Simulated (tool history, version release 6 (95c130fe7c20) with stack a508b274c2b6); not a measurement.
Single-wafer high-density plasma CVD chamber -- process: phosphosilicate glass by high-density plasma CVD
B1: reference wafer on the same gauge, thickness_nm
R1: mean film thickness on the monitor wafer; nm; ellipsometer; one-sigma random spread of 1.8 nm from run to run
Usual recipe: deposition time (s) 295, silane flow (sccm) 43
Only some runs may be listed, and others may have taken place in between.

{"run": 1, "hour": 0.0, "deposition time (s)": 295, "silane flow (sccm)": 43, "B1": 1170.04, "R1": 1252.307}
{"run": 2, "hour": 32.6, "deposition time (s)": 295, "silane flow (sccm)": 43, "B1": 1170.279, "R1": 1254.812}
{"run": 3, "hour": 53.1, "deposition time (s)": 295, "silane flow (sccm)": 43, "B1": 1170.222, "R1": 1253.525}
{"run": 4, "hour": 71.8, "deposition time (s)": 295, "silane flow (sccm)": 43, "B1": 1169.711, "R1": 1254.503}
{"run": 5, "hour": 92.3, "deposition time (s)": 295, "silane flow (sccm)": 43, "B1": 1170.048, "R1": 1253.806}
{"run": 6, "hour": 126.4, "deposition time (s)": 295, "silane flow (sccm)": 43, "B1": 1169.895, "R1": 1253.574}
{"run": 7, "hour": 154.8, "deposition time (s)": 295, "silane flow (sccm)": 43, "B1": 1169.895, "R1": 1255.383}
{"hour": 171.1, "done": "silane flow controller replaced"}
{"run": 8, "hour": 171.6, "deposition time (s)": 243, "silane flow (sccm)": 46, "B1": 1169.938, "R1": 1049.292}
{"run": 9, "hour": 185.5, "deposition time (s)": 295, "silane flow (sccm)": 49, "B1": 1170.015, "R1": 1339.954}
{"hour": 203.2, "done": "gauge calibrated"}
{"run": 10, "hour": 206.8, "deposition time (s)": 353, "silane flow (sccm)": 40, "B1": 1169.824, "R1": 1376.705}
{"run": 11, "hour": 272.9, "deposition time (s)": 243, "silane flow (sccm)": 49, "B1": 1170.35, "R1": 1106.847}
{"run": 12, "hour": 287.9, "deposition time (s)": 328, "silane flow (sccm)": 49, "B1": 1170.026, "R1": 1492.937}

What does the tool deliver on the next run?
{"run": 13, "hour": 306.7, "deposition time (s)": 295, "silane flow (sccm)": 43, "B1": "?", "R1": "?"}

Run 13 produced B1 1170.294, R1 1209.936 nm.
With the hidden condition absent and the run-to-run variation left alone, this run would have shown R1 1198.025 nm.

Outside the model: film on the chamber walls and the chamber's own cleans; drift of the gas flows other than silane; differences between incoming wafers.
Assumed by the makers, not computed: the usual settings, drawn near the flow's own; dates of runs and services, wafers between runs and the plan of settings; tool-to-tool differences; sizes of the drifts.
